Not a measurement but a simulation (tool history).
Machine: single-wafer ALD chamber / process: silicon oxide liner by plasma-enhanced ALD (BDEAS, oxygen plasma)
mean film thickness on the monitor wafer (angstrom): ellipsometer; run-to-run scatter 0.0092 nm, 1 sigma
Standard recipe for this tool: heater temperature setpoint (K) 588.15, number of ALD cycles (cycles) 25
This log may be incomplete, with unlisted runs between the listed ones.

run,hour,heater temperature setpoint (K),number of ALD cycles (cycles),wafers since the last listed run,hours since the last thermocouple change,hours since the gauge calibration,"read-back reference wafer on the same gauge, thickness_nm",mean film thickness on the monitor wafer (angstrom)
1,0.0,588.15,29,0,795.7,253.5,2.268,25.11
2,69.8,588.15,29,853,865.5,323.3,2.269,25.08
3,102.6,588.15,29,400,898.3,356.1,2.269,25.02
4,134.3,578.15,25,387,930.0,387.8,2.269,21.82
5,197.6,588.15,28,773,993.3,451.1,2.271,23.99
6,250.5,588.15,28,646,1046.2,504.0,2.267,24.12
7,286.1,577.15,25,435,1081.8,539.6,2.271,21.93
8,350.3,577.15,25,784,1146.0,603.8,2.271,21.90
9,401.7,577.15,25,628,1197.4,655.2,2.271,21.96
10,466.7,588.15,25,794,1262.4,720.2,2.269,21.60
11,520.8,588.15,25,661,1316.5,774.3,2.271,21.52
12,585.9,588.15,25,795,1381.6,839.4,2.269,21.52
13,654.4,596.15,27,837,1450.1,907.9,2.269,23.09
# hour 702.1: gauge calibrated
14,714.3,579.15,28,732,1510.0,12.2,2.270,24.51
15,778.1,598.15,25,779,1573.8,76.0,2.269,21.41
16,806.0,592.15,25,341,1601.7,103.9,2.271,21.53
17,846.8,588.15,25,498,1642.5,144.7,2.272,21.56
# hour 873.7: thermocouple changed; heater temperature recalibrated
18,886.8,578.15,23,391,13.1,184.7,2.268,20.18
19,929.7,582.15,29,524,56.0,227.6,2.272,25.19
20,976.1,580.15,30,567,102.4,274.0,2.268,26.05
21,1026.2,576.15,22,612,152.5,324.1,2.270,19.25
22,1056.4,574.15,21,369,182.7,354.3,2.269,18.39
23,1083.6,596.15,22,332,209.9,381.5,2.272,18.84
24,1131.9,599.15,26,590,258.2,429.8,2.271,22.26
25,1187.2,575.15,25,675,313.5,485.1,2.269,21.92
26,1233.7,595.15,20,568,360.0,531.6,2.269,17.17
27,1291.4,592.15,27,705,417.7,589.3,2.270,23.14
28,1318.8,598.15,21,334,445.1,616.7,2.271,17.98
29,1358.4,580.15,22,484,484.7,656.3,2.271,19.15
30,1396.0,580.15,25,459,522.3,693.9,2.270,21.78
31,1433.6,588.15,25,459,559.9,731.5,2.270,21.57
32,1499.0,588.15,25,799,625.3,796.9,2.271,21.64

Below are 5 alternative next runs, each starting from the tool's condition after run 32. Predict each:
A,1499.4,588.15,23,4,625.7,797.3,?,?
B,1499.4,596.15,28,4,625.7,797.3,?,?
C,1499.4,581.15,27,4,625.7,797.3,?,?
D,1499.4,601.15,21,4,625.7,797.3,?,?
E,1499.4,598.15,23,4,625.7,797.3,?,?

run,"read-back reference wafer on the same gauge, thickness_nm",mean film thickness on the monitor wafer (angstrom)
A,2.270,19.89
B,2.270,23.96
C,2.270,23.55
D,2.270,17.86
E,2.270,19.64
With no hidden state in the tool, these same runs would have given:
run,mean film thickness on the monitor wafer (angstrom)
A,19.89
B,23.96
C,23.55
D,17.86
E,19.64
